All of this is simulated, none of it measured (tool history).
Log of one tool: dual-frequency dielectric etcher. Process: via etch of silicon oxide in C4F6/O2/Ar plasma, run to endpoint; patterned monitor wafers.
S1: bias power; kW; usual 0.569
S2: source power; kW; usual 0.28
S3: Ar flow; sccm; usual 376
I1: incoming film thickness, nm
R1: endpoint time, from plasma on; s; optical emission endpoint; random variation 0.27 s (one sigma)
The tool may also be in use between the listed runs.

run   hour     S1    S2   S3     I1    R1
  1      0  0.569  0.28  376  116.6  29.8
  2   26.5  0.569  0.28  376  118.4  30.1
  3     49  0.569  0.28  376  118.5  30.5
  4   83.8  0.569  0.28  376  117.3  29.6
  5    103  0.569  0.28  376  120.1  30.2
  6  138.3  0.569  0.28  376  118.4  29.4
  7    170  0.569  0.28  376  117.9  29.8
     210.8  -- upper electrode replaced
     219.8  -- wet clean of the chamber
     220.8  -- Ar flow controller replaced
  8  221.3  0.569  0.28  376  118.3    31
     228.7  -- source power generator calibrated
  9  233.8  0.471  0.28  401  118.7  33.3
 10  247.9  0.471  0.28  401  117.4  32.6
 11  268.2  0.538  0.28  302  118.6  30.3
       283  -- bias power generator calibrated
 12  292.5  0.538  0.28  302  118.3  30.5
 13  308.5  0.538  0.28  302  117.3    30
 14  325.8  0.538  0.28  302  117.4  29.5
 15  358.4  0.471  0.28  401  118.4  32.4
 16  374.7  0.642  0.25  376  118.6  31.6
 17  391.5  0.569  0.28  376    120  30.5
 18  412.8  0.468  0.28  376  118.3  32.3
 19  444.6  0.661  0.28  376  118.4  28.7
 20  461.3  0.464  0.25  423  118.4    35
 21  485.3  0.569  0.28  421  118.1  30.5
 22  500.7  0.569  0.28  291  116.3  27.9
 23  534.6  0.569  0.28  376  118.1  29.5
     563.8  -- wet clean of the chamber
 24  564.3  0.631  0.28  376  117.6  29.6
 25  574.1  0.521  0.34  428  119.6  29.9
 26  599.4  0.569  0.28  376  117.7  30.6
 27  616.2  0.538  0.28  302  118.9  30.7
 28  651.2  0.492  0.28  376  118.5  32.3

5 ways to go on from here, each from the tool as it stands after run 28. What would each give?
  A  651.6  0.569  0.28  376  119.3   ?
  B  651.6  0.642  0.32  453  119.3   ?
  C  651.6  0.482  0.28  376  119.3   ?
  D  651.6  0.569  0.21  296  119.3   ?
  E  651.6  0.569  0.23  457  119.3   ?

run    R1
  A  31.2
  B  28.5
  C  32.9
  D  36.3
  E  36.2
Without the tool's hidden state the same runs would have given:
run    R1
  A  31.2
  B  28.5
  C    33
  D  36.3
  E  36.2

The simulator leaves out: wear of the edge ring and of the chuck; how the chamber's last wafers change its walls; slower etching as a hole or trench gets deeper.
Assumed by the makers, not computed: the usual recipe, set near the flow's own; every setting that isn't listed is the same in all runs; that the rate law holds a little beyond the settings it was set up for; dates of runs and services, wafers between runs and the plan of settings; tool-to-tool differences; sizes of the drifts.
